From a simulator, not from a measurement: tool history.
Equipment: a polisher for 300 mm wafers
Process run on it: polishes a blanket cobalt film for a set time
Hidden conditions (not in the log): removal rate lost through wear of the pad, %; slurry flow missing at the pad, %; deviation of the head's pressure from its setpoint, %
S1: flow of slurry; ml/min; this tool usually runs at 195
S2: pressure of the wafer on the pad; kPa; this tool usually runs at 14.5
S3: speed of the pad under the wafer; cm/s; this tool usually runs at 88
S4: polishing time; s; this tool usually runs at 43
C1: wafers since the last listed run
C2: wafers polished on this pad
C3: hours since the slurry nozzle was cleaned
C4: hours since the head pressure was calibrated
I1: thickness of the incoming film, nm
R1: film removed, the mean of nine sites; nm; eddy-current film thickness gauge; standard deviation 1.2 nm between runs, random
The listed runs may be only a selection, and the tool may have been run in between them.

run	hour	S1	S2	S3	S4	C1	C2	C3	C4	I1	R1
1	0	195	14.5	88	43	0	117	260.7	1274.7	1465.6	229.2
2	16.7	195	14.5	88	43	212	329	277.4	1291.4	1504.9	226.2
3	28.7	195	14.5	66	43	152	482	289.4	1303.4	1493.5	168.4
4	45.4	195	14.5	66	43	212	694	306.1	1320.1	1511.1	166.6
5	51.8	240	17.2	88	43	81	775	312.5	1326.5	1512.8	268.9
6	69.6	195	14.5	88	43	226	1002	330.3	1344.3	1489.1	218.1
# hour 81.5: slurry nozzle cleaned
# hour 92.9: worn pad replaced by a new one
7	94.9	195	14.5	88	43	258	25	13.4	1369.6	1501.8	233.3
8	109.6	195	14.5	106	43	186	212	28.1	1384.3	1483	277.6
9	116.3	195	14.5	88	43	85	297	34.8	1391	1506.3	227
10	127.8	195	14.5	88	43	146	443	46.3	1402.5	1516.3	226.2
11	142.6	195	14.5	76	54	188	632	61.1	1417.3	1505.3	240.9
12	154.2	195	15.9	108	29	147	779	72.7	1428.9	1477.6	201
13	161.8	195	14.5	88	43	96	876	80.3	1436.5	1478.3	218.9
# hour 172.3: worn pad replaced by a new one
14	173.8	195	12.4	116	43	101	19	92.3	1448.5	1495.5	263.1
15	185.4	195	14.5	88	43	147	166	103.9	1460.1	1504.4	229
# hour 197.7: head pressure recalibrated
16	202	195	17.9	88	43	185	352	120.5	4.3	1473.2	244
17	216.2	265	11.7	112	58	180	532	134.7	18.5	1499.3	280.6
18	232	255	12.4	112	54	200	733	150.5	34.3	1493.9	274
19	245.7	240	16.5	108	38	174	907	164.2	48	1512.1	243.9
20	255.5	165	9.7	88	43	124	1032	174	57.8	1511	126.2

Each row is a separate what-if for the run after 20, all from the same tool condition, not one after another. Results?
A	255.9	195	14.5	88	43	5	1037	174.4	58.2	1476.8	?
B	255.9	245	18.6	110	43	5	1037	174.4	58.2	1476.8	?
C	255.9	170	14.5	118	43	5	1037	174.4	58.2	1476.8	?
D	255.9	195	14.5	70	43	5	1037	174.4	58.2	1476.8	?

run	R1
A	192.1
B	315.5
C	254
D	152.8
Without the tool's unlogged condition, the same runs would have read:
run	R1
A	206
B	338.2
C	272.3
D	163.8
